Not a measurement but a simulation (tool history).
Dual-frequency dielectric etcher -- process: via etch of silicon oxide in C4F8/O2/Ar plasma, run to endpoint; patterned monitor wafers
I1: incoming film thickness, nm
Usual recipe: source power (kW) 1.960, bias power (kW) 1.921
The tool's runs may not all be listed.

Run 1, hour 0.0: usual settings; I1 1247.6. Result: endpoint time (s) 240.8.
At hour 31.1: wet clean of the chamber.
Run 2, hour 60.9: usual settings; I1 1260.7. Result: endpoint time (s) 254.4.
Run 3, hour 161.0: usual settings but source power (kW) 1.790; I1 1252.5. Result: endpoint time (s) 267.4.
Run 4, hour 258.8: usual settings but source power (kW) 1.680; I1 1250.7. Result: endpoint time (s) 275.5.
Run 5, hour 341.3: usual settings but source power (kW) 1.680; I1 1257.1. Result: endpoint time (s) 276.9.
Run 6, hour 409.1: usual settings but bias power (kW) 1.618; I1 1266.0. Result: endpoint time (s) 259.9.
At hour 465.6: wet clean of the chamber.
Run 7, hour 528.1: usual settings but source power (kW) 2.170; I1 1252.2. Result: endpoint time (s) 235.2.
Run 8, hour 621.4: usual settings but source power (kW) 2.170; I1 1261.2. Result: endpoint time (s) 233.9.
Run 9, hour 710.3: usual settings; I1 1244.3. Result: endpoint time (s) 244.3.
Run 10, hour 771.5: usual settings; I1 1259.5. Result: endpoint time (s) 245.6.
Run 11, hour 812.2: usual settings; I1 1256.3. Result: endpoint time (s) 244.1.
At hour 885.9: wet clean of the chamber.
Run 12, hour 886.4: usual settings; I1 1264.0. Result: endpoint time (s) 255.2.
Run 13, hour 978.5: usual settings; I1 1246.1. Result: endpoint time (s) 248.9.
Run 14, hour 1025.8: usual settings; I1 1259.8. Result: endpoint time (s) 251.6.
At hour 1087.9: upper electrode replaced.
Run 15, hour 1117.1: usual settings; I1 1251.4. Result: endpoint time (s) 247.8.
At hour 1173.3: source power generator calibrated.
Run 16, hour 1221.1: usual settings but source power (kW) 1.700, bias power (kW) 2.300; I1 1258.5. Result: endpoint time (s) 255.6.
Run 17, hour 1275.8: usual settings; I1 1253.6. Result: endpoint time (s) 240.6.
At hour 1337.5: wet clean of the chamber.
Run 18, hour 1338.0: usual settings but source power (kW) 1.570, bias power (kW) 2.051; I1 1275.6. Result: endpoint time (s) 289.9.
Run 19, hour 1426.4: usual settings but source power (kW) 1.690; I1 1243.7. Result: endpoint time (s) 272.4.
At hour 1431.0: bias power generator calibrated.
Run 20, hour 1497.3: usual settings but source power (kW) 2.140, bias power (kW) 1.613; I1 1251.6. Result: endpoint time (s) 243.6.
Run 21, hour 1555.1: usual settings but source power (kW) 1.560, bias power (kW) 2.142; I1 1264.3. Result: endpoint time (s) 281.1.
Run 22, hour 1643.0: usual settings but source power (kW) 2.090, bias power (kW) 1.653; I1 1257.6. Result: endpoint time (s) 242.4.
Run 23, hour 1724.7: usual settings; I1 1251.9. Result: endpoint time (s) 242.1.
At hour 1798.0: wet clean of the chamber.
Run 24, hour 1798.5: usual settings but source power (kW) 2.370, bias power (kW) 2.205; I1 1259.1. Result: endpoint time (s) 219.0.
Run 25, hour 1874.2: usual settings but source power (kW) 1.520, bias power (kW) 1.588; I1 1271.3. Result: endpoint time (s) 316.8.
Run 26, hour 1949.3: usual settings but source power (kW) 1.730, bias power (kW) 1.748; I1 1259.9. Result: endpoint time (s) 278.1.
Run 27, hour 2047.6: usual settings but source power (kW) 2.300; I1 1266.7. Result: endpoint time (s) 226.3.
Run 28, hour 2116.2: usual settings but source power (kW) 2.300, bias power (kW) 2.375; I1 1254.7. Result: endpoint time (s) 211.4.
Run 29, hour 2194.3: usual settings but source power (kW) 1.680; I1 1257.5. Result: endpoint time (s) 272.7.
Run 30, hour 2233.5: usual settings but source power (kW) 1.680; I1 1251.3. Result: endpoint time (s) 269.5.
At hour 2277.5: wet clean of the chamber.
Run 31, hour 2318.7: usual settings; I1 1247.9. Result: endpoint time (s) 249.1.

Consider 4 possible next runs. They are alternatives, not a sequence: every one starts from the tool as it was left by run 31. What does each give?
Run A, hour 2319.2: usual settings; I1 1262.6. Result: endpoint time (s) ?.
Run B, hour 2319.2: usual settings but source power (kW) 2.350, bias power (kW) 1.443; I1 1262.6. Result: endpoint time (s) ?.
Run C, hour 2319.2: usual settings but source power (kW) 2.340, bias power (kW) 2.389; I1 1262.6. Result: endpoint time (s) ?.
Run D, hour 2319.2: usual settings but source power (kW) 1.490, bias power (kW) 1.661; I1 1262.6. Result: endpoint time (s) ?.

run  endpoint time (s)
  A              251.3
  B              239.6
  C              214.0
  D              315.6
Stripped of hidden state, with their random variation kept, the same runs would have yielded:
run  endpoint time (s)
  A              247.6
  B              236.0
  C              210.8
  D              311.0
